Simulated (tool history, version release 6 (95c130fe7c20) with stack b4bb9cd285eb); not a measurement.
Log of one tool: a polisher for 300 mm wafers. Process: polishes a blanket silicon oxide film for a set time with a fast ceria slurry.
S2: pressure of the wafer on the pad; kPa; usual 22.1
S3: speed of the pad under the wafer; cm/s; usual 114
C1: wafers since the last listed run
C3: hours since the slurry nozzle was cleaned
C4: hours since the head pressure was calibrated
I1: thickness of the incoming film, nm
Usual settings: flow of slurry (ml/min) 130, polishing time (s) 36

{"run": 1, "day": 0.0, "flow of slurry (ml/min)": 130, "S2": 22.1, "S3": 114, "polishing time (s)": 40, "C1": 0, "wafers polished on this pad": 1746, "C3": 441.7, "C4": 478.0, "I1": 2527.4, "film removed (angstrom)": 8316}
{"day": 1.412, "done": "head pressure recalibrated"}
{"run": 2, "day": 2.242, "flow of slurry (ml/min)": 130, "S2": 22.1, "S3": 114, "polishing time (s)": 40, "C1": 601, "wafers polished on this pad": 2347, "C3": 495.5, "C4": 19.9, "I1": 2501.6, "film removed (angstrom)": 8190}
{"day": 4.275, "done": "slurry nozzle cleaned"}
{"run": 3, "day": 4.775, "flow of slurry (ml/min)": 130, "S2": 22.1, "S3": 122, "polishing time (s)": 36, "C1": 693, "wafers polished on this pad": 3041, "C3": 12.0, "C4": 80.7, "I1": 2563.6, "film removed (angstrom)": 8031}
{"run": 4, "day": 5.821, "flow of slurry (ml/min)": 130, "S2": 22.1, "S3": 122, "polishing time (s)": 36, "C1": 291, "wafers polished on this pad": 3332, "C3": 37.1, "C4": 105.8, "I1": 2533.5, "film removed (angstrom)": 7995}
{"run": 5, "day": 7.971, "flow of slurry (ml/min)": 130, "S2": 22.1, "S3": 114, "polishing time (s)": 36, "C1": 598, "wafers polished on this pad": 3931, "C3": 88.7, "C4": 157.4, "I1": 2581.3, "film removed (angstrom)": 7386}
{"run": 6, "day": 9.817, "flow of slurry (ml/min)": 130, "S2": 22.1, "S3": 114, "polishing time (s)": 36, "C1": 514, "wafers polished on this pad": 4445, "C3": 133.0, "C4": 201.7, "I1": 2550.5, "film removed (angstrom)": 7505}
{"run": 7, "day": 10.908, "flow of slurry (ml/min)": 130, "S2": 22.1, "S3": 114, "polishing time (s)": 36, "C1": 304, "wafers polished on this pad": 4749, "C3": 159.2, "C4": 227.9, "I1": 2576.2, "film removed (angstrom)": 7362}
{"run": 8, "day": 13.671, "flow of slurry (ml/min)": 130, "S2": 22.1, "S3": 114, "polishing time (s)": 36, "C1": 769, "wafers polished on this pad": 5518, "C3": 225.5, "C4": 294.2, "I1": 2493.5, "film removed (angstrom)": 7460}
{"day": 15.183, "done": "worn pad replaced by a new one, of another model than before"}
{"run": 9, "day": 16.283, "flow of slurry (ml/min)": 130, "S2": 22.1, "S3": 114, "polishing time (s)": 36, "C1": 681, "wafers polished on this pad": 306, "C3": 288.2, "C4": 356.9, "I1": 2553.2, "film removed (angstrom)": 7734}
{"run": 10, "day": 18.879, "flow of slurry (ml/min)": 130, "S2": 22.1, "S3": 114, "polishing time (s)": 36, "C1": 722, "wafers polished on this pad": 1029, "C3": 350.5, "C4": 419.2, "I1": 2569.2, "film removed (angstrom)": 7481}
{"run": 11, "day": 20.721, "flow of slurry (ml/min)": 145, "S2": 22.1, "S3": 128, "polishing time (s)": 36, "C1": 512, "wafers polished on this pad": 1542, "C3": 394.7, "C4": 463.4, "I1": 2585.4, "film removed (angstrom)": 8603}
{"day": 22.642, "done": "head pressure recalibrated"}
{"run": 12, "day": 22.938, "flow of slurry (ml/min)": 130, "S2": 22.1, "S3": 134, "polishing time (s)": 36, "C1": 594, "wafers polished on this pad": 2136, "C3": 447.9, "C4": 7.1, "I1": 2582.9, "film removed (angstrom)": 8345}
{"day": 23.575, "done": "slurry nozzle cleaned"}
{"run": 13, "day": 24.233, "flow of slurry (ml/min)": 130, "S2": 22.1, "S3": 134, "polishing time (s)": 36, "C1": 349, "wafers polished on this pad": 2485, "C3": 15.8, "C4": 38.2, "I1": 2577.9, "film removed (angstrom)": 8293}
{"run": 14, "day": 25.367, "flow of slurry (ml/min)": 130, "S2": 22.1, "S3": 114, "polishing time (s)": 47, "C1": 315, "wafers polished on this pad": 2801, "C3": 43.0, "C4": 65.4, "I1": 2550.2, "film removed (angstrom)": 9443}
{"run": 15, "day": 27.304, "flow of slurry (ml/min)": 100, "S2": 14.5, "S3": 98, "polishing time (s)": 29, "C1": 539, "wafers polished on this pad": 3341, "C3": 89.5, "C4": 111.9, "I1": 2582.6, "film removed (angstrom)": 4008}
{"run": 16, "day": 28.804, "flow of slurry (ml/min)": 100, "S2": 29.0, "S3": 114, "polishing time (s)": 29, "C1": 417, "wafers polished on this pad": 3758, "C3": 125.5, "C4": 147.9, "I1": 2538.0, "film removed (angstrom)": 5963}
{"run": 17, "day": 31.496, "flow of slurry (ml/min)": 150, "S2": 22.1, "S3": 114, "polishing time (s)": 41, "C1": 749, "wafers polished on this pad": 4508, "C3": 190.1, "C4": 212.5, "I1": 2572.6, "film removed (angstrom)": 8490}
{"run": 18, "day": 34.458, "flow of slurry (ml/min)": 130, "S2": 28.3, "S3": 86, "polishing time (s)": 48, "C1": 824, "wafers polished on this pad": 5333, "C3": 261.2, "C4": 283.6, "I1": 2493.9, "film removed (angstrom)": 8617}
{"run": 19, "day": 36.325, "flow of slurry (ml/min)": 155, "S2": 28.3, "S3": 114, "polishing time (s)": 36, "C1": 519, "wafers polished on this pad": 5853, "C3": 306.0, "C4": 328.4, "I1": 2504.3, "film removed (angstrom)": 8508}
{"day": 37.888, "done": "worn pad replaced by a new one"}
{"run": 20, "day": 39.121, "flow of slurry (ml/min)": 170, "S2": 19.3, "S3": 114, "polishing time (s)": 31, "C1": 732, "wafers polished on this pad": 343, "C3": 373.1, "C4": 395.5, "I1": 2600.6, "film removed (angstrom)": 6889}
{"run": 21, "day": 40.479, "flow of slurry (ml/min)": 130, "S2": 25.5, "S3": 96, "polishing time (s)": 36, "C1": 378, "wafers polished on this pad": 721, "C3": 405.7, "C4": 428.1, "I1": 2534.8, "film removed (angstrom)": 7273}
{"run": 22, "day": 42.221, "flow of slurry (ml/min)": 140, "S2": 17.9, "S3": 130, "polishing time (s)": 42, "C1": 485, "wafers polished on this pad": 1206, "C3": 447.5, "C4": 469.9, "I1": 2577.7, "film removed (angstrom)": 9286}
{"run": 23, "day": 43.65, "flow of slurry (ml/min)": 130, "S2": 26.9, "S3": 94, "polishing time (s)": 42, "C1": 397, "wafers polished on this pad": 1604, "C3": 481.8, "C4": 504.2, "I1": 2513.0, "film removed (angstrom)": 8212}
{"day": 43.958, "done": "slurry nozzle cleaned"}
{"day": 45.033, "done": "head pressure recalibrated"}
{"run": 24, "day": 46.367, "flow of slurry (ml/min)": 130, "S2": 22.1, "S3": 86, "polishing time (s)": 29, "C1": 721, "wafers polished on this pad": 2326, "C3": 57.8, "C4": 32.0, "I1": 2528.7, "film removed (angstrom)": 4844}
{"run": 25, "day": 48.292, "flow of slurry (ml/min)": 155, "S2": 22.1, "S3": 114, "polishing time (s)": 36, "C1": 536, "wafers polished on this pad": 2862, "C3": 104.0, "C4": 78.2, "I1": 2584.7, "film removed (angstrom)": 7771}
{"run": 26, "day": 51.071, "flow of slurry (ml/min)": 100, "S2": 22.1, "S3": 114, "polishing time (s)": 25, "C1": 773, "wafers polished on this pad": 3636, "C3": 170.7, "C4": 144.9, "I1": 2558.6, "film removed (angstrom)": 4518}
{"run": 27, "day": 52.638, "flow of slurry (ml/min)": 130, "S2": 22.1, "S3": 114, "polishing time (s)": 36, "C1": 436, "wafers polished on this pad": 4072, "C3": 208.3, "C4": 182.5, "I1": 2578.5, "film removed (angstrom)": 7192}
{"run": 28, "day": 54.817, "flow of slurry (ml/min)": 130, "S2": 22.1, "S3": 114, "polishing time (s)": 36, "C1": 606, "wafers polished on this pad": 4679, "C3": 260.6, "C4": 234.8, "I1": 2545.0, "film removed (angstrom)": 7283}
{"day": 56.821, "done": "worn pad replaced by a new one"}
{"run": 29, "day": 56.842, "flow of slurry (ml/min)": 160, "S2": 22.1, "S3": 100, "polishing time (s)": 45, "C1": 517, "wafers polished on this pad": 5, "C3": 309.2, "C4": 283.4, "I1": 2580.1, "film removed (angstrom)": 9533}
{"run": 30, "day": 59.579, "flow of slurry (ml/min)": 130, "S2": 17.9, "S3": 82, "polishing time (s)": 36, "C1": 762, "wafers polished on this pad": 768, "C3": 374.9, "C4": 349.1, "I1": 2579.5, "film removed (angstrom)": 5607}
{"run": 31, "day": 61.088, "flow of slurry (ml/min)": 130, "S2": 15.2, "S3": 90, "polishing time (s)": 36, "C1": 420, "wafers polished on this pad": 1188, "C3": 411.1, "C4": 385.3, "I1": 2542.2, "film removed (angstrom)": 5627}
{"run": 32, "day": 64.025, "flow of slurry (ml/min)": 130, "S2": 22.1, "S3": 124, "polishing time (s)": 30, "C1": 818, "wafers polished on this pad": 2006, "C3": 481.6, "C4": 455.8, "I1": 2551.7, "film removed (angstrom)": 6506}
{"day": 65.638, "done": "slurry nozzle cleaned"}
{"run": 33, "day": 66.054, "flow of slurry (ml/min)": 130, "S2": 22.1, "S3": 114, "polishing time (s)": 36, "C1": 553, "wafers polished on this pad": 2559, "C3": 10.0, "C4": 504.5, "I1": 2538.7, "film removed (angstrom)": 7435}
{"day": 66.962, "done": "head pressure recalibrated"}
{"run": 34, "day": 67.804, "flow of slurry (ml/min)": 150, "S2": 16.5, "S3": 138, "polishing time (s)": 40, "C1": 464, "wafers polished on this pad": 3023, "C3": 52.0, "C4": 20.2, "I1": 2534.4, "film removed (angstrom)": 8633}
{"run": 35, "day": 70.183, "flow of slurry (ml/min)": 130, "S2": 22.1, "S3": 114, "polishing time (s)": 36, "C1": 662, "wafers polished on this pad": 3686, "C3": 109.1, "C4": 77.3, "I1": 2571.4, "film removed (angstrom)": 7280}
{"run": 36, "day": 73.154, "flow of slurry (ml/min)": 105, "S2": 14.5, "S3": 152, "polishing time (s)": 27, "C1": 827, "wafers polished on this pad": 4513, "C3": 180.4, "C4": 148.6, "I1": 2495.3, "film removed (angstrom)": 5348}

Hidden state or all else? Some run-to-run changes of film removed (angstrom), split into what the settings, what came in and random variation would give without the hidden state, and what is left for the hidden state (with any gauge scatter that isn't in both results):
The hidden state here: removal rate lost through wear of the pad, %; slurry flow missing at the pad, %; deviation of the head's pressure from its setpoint, %.
Run 8 -> 9: worn pad replaced by a new one, of another model than before. film removed (angstrom) +274: hidden state +454, all else -180.
Run 14 -> 15: flow of slurry (ml/min) 130 -> 100, S2 22.1 -> 14.5, S3 114 -> 98, polishing time (s) 47 -> 29. film removed (angstrom) -5435: hidden state +339, all else -5774.
Run 19 -> 20: flow of slurry (ml/min) 155 -> 170, S2 28.3 -> 19.3, polishing time (s) 36 -> 31, worn pad replaced by a new one. film removed (angstrom) -1619: hidden state +589, all else -2208.
Run 23 -> 24: S2 26.9 -> 22.1, S3 94 -> 86, polishing time (s) 42 -> 29, slurry nozzle cleaned, head pressure recalibrated. film removed (angstrom) -3368: hidden state +98, all else -3466.
Run 28 -> 29: flow of slurry (ml/min) 130 -> 160, S3 114 -> 100, polishing time (s) 36 -> 45, worn pad replaced by a new one. film removed (angstrom) +2250: hidden state +528, all else +1722.
Run 29 -> 30: flow of slurry (ml/min) 160 -> 130, S2 22.1 -> 17.9, S3 100 -> 82, polishing time (s) 45 -> 36. film removed (angstrom) -3926: hidden state -139, all else -3787.
